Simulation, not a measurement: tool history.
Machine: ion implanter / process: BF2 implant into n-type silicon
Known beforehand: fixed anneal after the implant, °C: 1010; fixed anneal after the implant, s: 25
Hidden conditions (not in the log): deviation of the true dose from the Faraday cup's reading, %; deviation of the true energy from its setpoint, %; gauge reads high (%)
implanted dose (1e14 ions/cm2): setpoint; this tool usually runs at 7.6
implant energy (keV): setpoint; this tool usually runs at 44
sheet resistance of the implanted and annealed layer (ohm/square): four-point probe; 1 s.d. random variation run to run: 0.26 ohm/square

run	day	implanted dose (1e14 ions/cm2)	implant energy (keV)	wafers since the last listed run	hours since the last dose calibration	hours since the extraction supply was calibrated	hours since the gauge calibration	read-back reference wafer on the same gauge, sheet resistance	sheet resistance of the implanted and annealed layer (ohm/square)
1	0	7.6	48.5	0	427.1	4910.9	100	177.02	174.41
2	0.679	7.6	44	255	443.4	4927.2	116.3	176.95	176.94
3	1.1	7.6	44	158	453.5	4937.3	126.4	177.04	176.82
4	1.642	7.6	44	203	466.5	4950.3	139.4	176.98	176.7
5	1.925	7.6	44	106	473.3	4957.1	146.2	176.9	177.22
6	2.267	7.6	44	128	481.5	4965.3	154.4	177.13	176.66
7	2.712	8.52	49.5	167	492.2	4976	165.1	177.04	159.08
8	3.021	7.6	44	115	499.6	4983.4	172.5	176.92	177.27
9	3.671	7.6	44	244	515.2	4999	188.1	176.95	177.41
10	4.325	7.6	44	246	530.9	5014.7	203.8	177.15	177.21
# day 5.508: gauge calibrated
# day 5.779: Faraday cup replaced and dose calibrated
11	5.858	7.6	44	451	1.9	5051.5	8.4	176.95	170.59
12	6.171	7.6	44	117	9.4	5059	15.9	177.1	171.45
13	6.779	5.59	50	228	24	5073.6	30.5	176.95	217.8
14	7.154	7.6	44	141	33	5082.6	39.5	177.05	172.14
15	7.462	6.2	50.5	115	40.4	5090	46.9	176.85	200.03
16	7.867	5.54	32	152	50.1	5099.7	56.6	177.06	231.92
# day 8.242: extraction supply calibrated
17	8.358	8.79	53.5	59	61.9	2.8	68.4	177.09	149.92
18	8.671	9.22	53.5	117	69.4	10.3	75.9	177	144.42
19	9.362	9.18	48.5	260	86	26.9	92.5	177.05	147.9
20	10.146	9.28	54.5	294	104.8	45.7	111.3	177.08	143.98
21	10.562	5.54	32	156	114.8	55.7	121.3	177.08	234.4
22	11.275	8.4	53.5	267	131.9	72.8	138.4	177.06	156.15

Here are 3 independent what-if runs from the current tool condition. What would each one return?
A	11.292	5.84	44	6	132.3	73.2	138.8	?	?
B	11.292	7.6	38	6	132.3	73.2	138.8	?	?
C	11.292	7.6	54	6	132.3	73.2	138.8	?	?

run	read-back reference wafer on the same gauge, sheet resistance	sheet resistance of the implanted and annealed layer (ohm/square)
A	177.09	215.17
B	177.09	178.48
C	177.09	169.13
With no hidden state in the tool, these same runs would have given:
run	sheet resistance of the implanted and annealed layer (ohm/square)
A	211.05
B	175.54
C	165.93
